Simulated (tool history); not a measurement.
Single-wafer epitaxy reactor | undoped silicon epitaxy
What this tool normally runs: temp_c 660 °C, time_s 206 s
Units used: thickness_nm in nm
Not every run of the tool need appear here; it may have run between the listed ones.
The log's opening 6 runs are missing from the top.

| run | hour | temp_c | time_s | read-back reference wafer on the same gauge, thickness_nm | thickness_nm |
|---|---|---|---|---|---|
| 7 | 249.8 | 667 | 206 | 41.851 | 48.857 |
| 8 | 287.8 | 667 | 206 | 41.82 | 48.022 |
| 9 | 331.2 | 667 | 206 | 41.73 | 48.672 |
| 10 | 490.2 | 660 | 206 | 41.877 | 41.187 |
| 11 | 546.6 | 666 | 236 | 41.777 | 54.348 |
| 12 | 600.6 | 666 | 236 | 41.744 | 54.572 |
| 13 | 659.8 | 660 | 206 | 41.746 | 40.992 |
| 14 | 706.6 | 660 | 206 | 41.819 | 41.138 |
| 15 | 758.7 | 660 | 206 | 41.831 | 41.446 |
| 16 | 796.6 | 652 | 170 | 41.821 | 27.935 |
| 17 | 833.9 | 660 | 206 | 41.763 | 41.215 |
|  | 872.2 | pyrometer calibrated |
| 18 | 876.8 | 668 | 180 | 41.746 | 46.054 |

Estimate the outcome of run 19 from the log above:
|  | 922.7 | gauge calibrated |
| 19 | 1060.3 | 672 | 206 | ? | ? |

Run 19 measured read-back reference wafer on the same gauge, thickness_nm 41.778, thickness_nm 57.731 nm.
With the hidden condition absent and the run-to-run variation left alone, this run would have shown thickness_nm 58.395 nm.

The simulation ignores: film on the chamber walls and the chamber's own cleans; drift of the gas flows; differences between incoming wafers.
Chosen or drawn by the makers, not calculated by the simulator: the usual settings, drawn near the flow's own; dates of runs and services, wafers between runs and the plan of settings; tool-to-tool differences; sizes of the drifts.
